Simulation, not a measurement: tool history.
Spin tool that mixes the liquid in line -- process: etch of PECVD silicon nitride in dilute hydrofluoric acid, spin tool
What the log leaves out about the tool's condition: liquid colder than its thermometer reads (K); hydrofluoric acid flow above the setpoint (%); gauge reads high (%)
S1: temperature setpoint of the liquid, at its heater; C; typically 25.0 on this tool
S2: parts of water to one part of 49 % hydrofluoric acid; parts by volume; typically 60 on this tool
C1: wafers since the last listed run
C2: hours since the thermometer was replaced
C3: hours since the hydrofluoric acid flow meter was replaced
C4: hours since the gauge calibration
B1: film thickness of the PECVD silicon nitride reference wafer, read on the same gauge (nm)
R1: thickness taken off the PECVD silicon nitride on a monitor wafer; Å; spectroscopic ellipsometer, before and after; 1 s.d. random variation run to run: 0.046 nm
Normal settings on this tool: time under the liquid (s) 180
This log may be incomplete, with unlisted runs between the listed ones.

{"run": 1, "hour": 0.0, "S1": 22.0, "S2": 60, "time under the liquid (s)": 180, "C1": 0, "C2": 611.4, "C3": 1925.1, "C4": 347.2, "B1": 130.05, "R1": 63.0}
{"run": 2, "hour": 29.7, "S1": 22.0, "S2": 60, "time under the liquid (s)": 180, "C1": 229, "C2": 641.1, "C3": 1954.8, "C4": 376.9, "B1": 130.0, "R1": 62.0}
{"run": 3, "hour": 59.0, "S1": 25.0, "S2": 60, "time under the liquid (s)": 180, "C1": 226, "C2": 670.4, "C3": 1984.1, "C4": 406.2, "B1": 130.0, "R1": 76.8}
{"run": 4, "hour": 89.3, "S1": 25.0, "S2": 60, "time under the liquid (s)": 180, "C1": 233, "C2": 700.7, "C3": 2014.4, "C4": 436.5, "B1": 129.99, "R1": 76.4}
{"run": 5, "hour": 118.4, "S1": 25.0, "S2": 60, "time under the liquid (s)": 180, "C1": 224, "C2": 729.8, "C3": 2043.5, "C4": 465.6, "B1": 130.03, "R1": 77.2}
{"run": 6, "hour": 133.8, "S1": 25.0, "S2": 60, "time under the liquid (s)": 180, "C1": 118, "C2": 745.2, "C3": 2058.9, "C4": 481.0, "B1": 130.01, "R1": 76.2}
{"run": 7, "hour": 165.4, "S1": 25.0, "S2": 60, "time under the liquid (s)": 180, "C1": 243, "C2": 776.8, "C3": 2090.5, "C4": 512.6, "B1": 130.03, "R1": 76.9}
{"run": 8, "hour": 195.9, "S1": 25.0, "S2": 60, "time under the liquid (s)": 180, "C1": 235, "C2": 807.3, "C3": 2121.0, "C4": 543.1, "B1": 130.02, "R1": 76.6}
{"run": 9, "hour": 230.2, "S1": 25.0, "S2": 60, "time under the liquid (s)": 180, "C1": 264, "C2": 841.6, "C3": 2155.3, "C4": 577.4, "B1": 129.93, "R1": 76.9}
{"hour": 232.9, "done": "hydrofluoric acid flow meter replaced"}
{"run": 10, "hour": 265.6, "S1": 25.0, "S2": 80, "time under the liquid (s)": 145, "C1": 265, "C2": 877.0, "C3": 32.7, "C4": 612.8, "B1": 129.97, "R1": 41.5}
{"run": 11, "hour": 277.9, "S1": 25.0, "S2": 80, "time under the liquid (s)": 145, "C1": 94, "C2": 889.3, "C3": 45.0, "C4": 625.1, "B1": 130.01, "R1": 42.2}
{"run": 12, "hour": 302.1, "S1": 25.0, "S2": 60, "time under the liquid (s)": 140, "C1": 186, "C2": 913.5, "C3": 69.2, "C4": 649.3, "B1": 130.01, "R1": 53.2}
{"run": 13, "hour": 316.0, "S1": 27.5, "S2": 70, "time under the liquid (s)": 145, "C1": 107, "C2": 927.4, "C3": 83.1, "C4": 663.2, "B1": 129.99, "R1": 56.1}
{"hour": 322.3, "done": "gauge calibrated"}
{"run": 14, "hour": 330.6, "S1": 29.5, "S2": 60, "time under the liquid (s)": 240, "C1": 112, "C2": 942.0, "C3": 97.7, "C4": 8.3, "B1": 129.99, "R1": 122.7}
{"hour": 342.1, "done": "thermometer replaced"}
{"run": 15, "hour": 347.0, "S1": 29.5, "S2": 60, "time under the liquid (s)": 240, "C1": 118, "C2": 4.9, "C3": 114.1, "C4": 24.7, "B1": 130.04, "R1": 133.0}
{"run": 16, "hour": 371.7, "S1": 25.0, "S2": 60, "time under the liquid (s)": 95, "C1": 190, "C2": 29.6, "C3": 138.8, "C4": 49.4, "B1": 130.0, "R1": 38.8}
{"run": 17, "hour": 389.3, "S1": 25.0, "S2": 60, "time under the liquid (s)": 95, "C1": 135, "C2": 47.2, "C3": 156.4, "C4": 67.0, "B1": 130.03, "R1": 38.7}
{"run": 18, "hour": 415.8, "S1": 20.5, "S2": 60, "time under the liquid (s)": 180, "C1": 204, "C2": 73.7, "C3": 182.9, "C4": 93.5, "B1": 129.99, "R1": 54.0}
{"run": 19, "hour": 441.1, "S1": 26.5, "S2": 35, "time under the liquid (s)": 180, "C1": 195, "C2": 99.0, "C3": 208.2, "C4": 118.8, "B1": 130.01, "R1": 138.5}
{"run": 20, "hour": 469.8, "S1": 28.0, "S2": 90, "time under the liquid (s)": 180, "C1": 221, "C2": 127.7, "C3": 236.9, "C4": 147.5, "B1": 130.03, "R1": 60.0}
{"run": 21, "hour": 488.3, "S1": 25.0, "S2": 60, "time under the liquid (s)": 180, "C1": 142, "C2": 146.2, "C3": 255.4, "C4": 166.0, "B1": 130.05, "R1": 73.5}
{"run": 22, "hour": 505.6, "S1": 28.5, "S2": 75, "time under the liquid (s)": 215, "C1": 133, "C2": 163.5, "C3": 272.7, "C4": 183.3, "B1": 130.0, "R1": 87.4}
{"run": 23, "hour": 529.6, "S1": 25.0, "S2": 60, "time under the liquid (s)": 85, "C1": 185, "C2": 187.5, "C3": 296.7, "C4": 207.3, "B1": 129.99, "R1": 34.6}
{"run": 24, "hour": 563.8, "S1": 29.5, "S2": 60, "time under the liquid (s)": 240, "C1": 263, "C2": 221.7, "C3": 330.9, "C4": 241.5, "B1": 130.02, "R1": 131.3}
{"run": 25, "hour": 592.4, "S1": 23.0, "S2": 40, "time under the liquid (s)": 180, "C1": 220, "C2": 250.3, "C3": 359.5, "C4": 270.1, "B1": 130.03, "R1": 96.4}

Here are 5 independent what-if runs from the current tool condition. What would each one return?
{"run": "A", "hour": 592.9, "S1": 25.0, "S2": 60, "time under the liquid (s)": 180, "C1": 3, "C2": 250.8, "C3": 360.0, "C4": 270.6, "B1": "?", "R1": "?"}
{"run": "B", "hour": 592.9, "S1": 23.0, "S2": 80, "time under the liquid (s)": 135, "C1": 3, "C2": 250.8, "C3": 360.0, "C4": 270.6, "B1": "?", "R1": "?"}
{"run": "C", "hour": 592.9, "S1": 26.5, "S2": 60, "time under the liquid (s)": 220, "C1": 3, "C2": 250.8, "C3": 360.0, "C4": 270.6, "B1": "?", "R1": "?"}
{"run": "D", "hour": 592.9, "S1": 29.5, "S2": 40, "time under the liquid (s)": 180, "C1": 3, "C2": 250.8, "C3": 360.0, "C4": 270.6, "B1": "?", "R1": "?"}
{"run": "E", "hour": 592.9, "S1": 27.0, "S2": 70, "time under the liquid (s)": 180, "C1": 3, "C2": 250.8, "C3": 360.0, "C4": 270.6, "B1": "?", "R1": "?"}

run=A B1=129.99 R1=72.9
run=B B1=129.99 R1=36.1
run=C B1=129.99 R1=98.5
run=D B1=129.99 R1=146.3
run=E B1=129.99 R1=71.5
Without the tool's unlogged condition, the same runs would have read:
run=A R1=72.6
run=B R1=35.9
run=C R1=98.0
run=D R1=145.5
run=E R1=71.2
